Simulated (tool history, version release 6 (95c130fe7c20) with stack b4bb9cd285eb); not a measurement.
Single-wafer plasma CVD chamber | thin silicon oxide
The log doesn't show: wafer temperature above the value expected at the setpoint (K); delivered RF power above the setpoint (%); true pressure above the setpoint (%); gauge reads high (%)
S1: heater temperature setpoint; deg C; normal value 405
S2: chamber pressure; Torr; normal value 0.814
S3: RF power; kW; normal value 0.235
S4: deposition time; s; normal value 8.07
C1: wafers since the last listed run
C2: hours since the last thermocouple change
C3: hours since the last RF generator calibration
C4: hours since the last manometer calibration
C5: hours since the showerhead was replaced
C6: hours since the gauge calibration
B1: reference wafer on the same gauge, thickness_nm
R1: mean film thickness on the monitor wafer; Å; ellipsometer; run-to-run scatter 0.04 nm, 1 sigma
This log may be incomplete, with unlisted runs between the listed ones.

| run | hour | S1 | S2 | S3 | S4 | C1 | C2 | C3 | C4 | C5 | C6 | B1 | R1 |
|---|---|---|---|---|---|---|---|---|---|---|---|---|---|
| 1 | 0 | 413 | 0.814 | 0.235 | 8.07 | 0 | 115.1 | 189.2 | 1276 | 8150.1 | 2207.2 | 11.6 | 118.52 |
| 2 | 47.5 | 413 | 0.814 | 0.235 | 8.07 | 1330 | 162.6 | 236.7 | 1323.5 | 8197.6 | 2254.7 | 11.594 | 119.62 |
|  | 116.9 | showerhead replaced |
| 3 | 117.4 | 413 | 0.814 | 0.235 | 8.07 | 1733 | 232.5 | 306.6 | 1393.4 | 0.5 | 2324.6 | 11.601 | 119.89 |
| 4 | 161.4 | 405 | 0.814 | 0.235 | 8.07 | 1232 | 276.5 | 350.6 | 1437.4 | 44.5 | 2368.6 | 11.604 | 119.9 |
| 5 | 225.2 | 393 | 0.875 | 0.28 | 8.97 | 1786 | 340.3 | 414.4 | 1501.2 | 108.3 | 2432.4 | 11.596 | 153.08 |
| 6 | 274.8 | 411 | 0.746 | 0.195 | 8.07 | 1388 | 389.9 | 464 | 1550.8 | 157.9 | 2482 | 11.596 | 101.45 |
| 7 | 341.2 | 405 | 0.814 | 0.235 | 8.07 | 1859 | 456.3 | 530.4 | 1617.2 | 224.3 | 2548.4 | 11.593 | 119.1 |
|  | 391.6 | gauge calibrated |
| 8 | 397.7 | 392 | 0.906 | 0.2 | 8.07 | 1582 | 512.8 | 586.9 | 1673.7 | 280.8 | 6.1 | 11.597 | 124.76 |
| 9 | 460.4 | 397 | 0.814 | 0.235 | 8.85 | 1755 | 575.5 | 649.6 | 1736.4 | 343.5 | 68.8 | 11.592 | 130.87 |
| 10 | 512.7 | 405 | 0.814 | 0.235 | 8.07 | 1464 | 627.8 | 701.9 | 1788.7 | 395.8 | 121.1 | 11.613 | 119.66 |
| 11 | 554.7 | 405 | 0.927 | 0.235 | 8.07 | 1176 | 669.8 | 743.9 | 1830.7 | 437.8 | 163.1 | 11.606 | 133.07 |
| 12 | 618.1 | 405 | 0.881 | 0.235 | 9.55 | 1775 | 733.2 | 807.3 | 1894.1 | 501.2 | 226.5 | 11.598 | 152.57 |
| 13 | 649.2 | 405 | 0.701 | 0.225 | 7.4 | 870 | 764.3 | 838.4 | 1925.2 | 532.3 | 257.6 | 11.6 | 92.68 |
| 14 | 712 | 405 | 0.814 | 0.235 | 6.55 | 1758 | 827.1 | 901.2 | 1988 | 595.1 | 320.4 | 11.603 | 96.93 |
| 15 | 775.5 | 405 | 0.814 | 0.265 | 9.11 | 1778 | 890.6 | 964.7 | 2051.5 | 658.6 | 383.9 | 11.603 | 140.96 |
| 16 | 836.9 | 405 | 0.814 | 0.235 | 8.07 | 1719 | 952 | 1026.1 | 2112.9 | 720 | 445.3 | 11.604 | 119 |
| 17 | 883.3 | 409 | 0.984 | 0.265 | 7.05 | 1299 | 998.4 | 1072.5 | 2159.3 | 766.4 | 491.7 | 11.591 | 128.17 |
| 18 | 935.3 | 405 | 0.814 | 0.235 | 7.52 | 1456 | 1050.4 | 1124.5 | 2211.3 | 818.4 | 543.7 | 11.595 | 111.1 |
|  | 954 | capacitance manometer re-zeroed and calibrated |
| 19 | 994.2 | 405 | 0.611 | 0.21 | 6.89 | 1425 | 1109.3 | 1183.4 | 40.2 | 877.3 | 602.6 | 11.613 | 75.61 |
| 20 | 1020 | 405 | 0.632 | 0.26 | 8.07 | 722 | 1135.1 | 1209.2 | 66 | 903.1 | 628.4 | 11.603 | 99.99 |
| 21 | 1075.7 | 405 | 0.814 | 0.2 | 8.07 | 1559 | 1190.8 | 1264.9 | 121.7 | 958.8 | 684.1 | 11.605 | 116.25 |
| 22 | 1145.5 | 405 | 0.732 | 0.235 | 7.23 | 1954 | 1260.6 | 1334.7 | 191.5 | 1028.6 | 753.9 | 11.596 | 99.29 |
| 23 | 1170.3 | 411 | 0.814 | 0.235 | 8.07 | 694 | 1285.4 | 1359.5 | 216.3 | 1053.4 | 778.7 | 11.592 | 122.43 |
| 24 | 1197.3 | 405 | 0.814 | 0.235 | 8.07 | 756 | 1312.4 | 1386.5 | 243.3 | 1080.4 | 805.7 | 11.605 | 122.93 |
| 25 | 1266.7 | 405 | 0.939 | 0.235 | 8.07 | 1943 | 1381.8 | 1455.9 | 312.7 | 1149.8 | 875.1 | 11.598 | 137.88 |
| 26 | 1311.7 | 405 | 0.814 | 0.265 | 8.07 | 1260 | 1426.8 | 1500.9 | 357.7 | 1194.8 | 920.1 | 11.589 | 128.25 |
| 27 | 1371.6 | 405 | 0.814 | 0.235 | 8.07 | 1677 | 1486.7 | 1560.8 | 417.6 | 1254.7 | 980 | 11.603 | 122.25 |
| 28 | 1432.9 | 405 | 0.814 | 0.235 | 8.07 | 1716 | 1548 | 1622.1 | 478.9 | 1316 | 1041.3 | 11.618 | 121.07 |

For some of the steps in R1 from one run to the next: how much would appear even if the tool had no hidden state, given the settings, what came in and random variation, and how much remains for the hidden state plus any gauge scatter that the measured result and the result without hidden state don't share?
Run 5 -> 6: S1 393 -> 411, S2 0.875 -> 0.746, S3 0.28 -> 0.195, S4 8.97 -> 8.07. R1 -51.63 Å: hidden state +0.83, all else -52.46.
Run 12 -> 13: S2 0.881 -> 0.701, S3 0.235 -> 0.225, S4 9.55 -> 7.4. R1 -59.89 Å: hidden state +1.2, all else -61.09.
Run 14 -> 15: S3 0.235 -> 0.265, S4 6.55 -> 9.11. R1 +44.03 Å: hidden state -1.64, all else +45.67.
Run 18 -> 19: S2 0.814 -> 0.611, S3 0.235 -> 0.21, S4 7.52 -> 6.89, capacitance manometer re-zeroed and calibrated. R1 -35.49 Å: hidden state +4.31, all else -39.8.
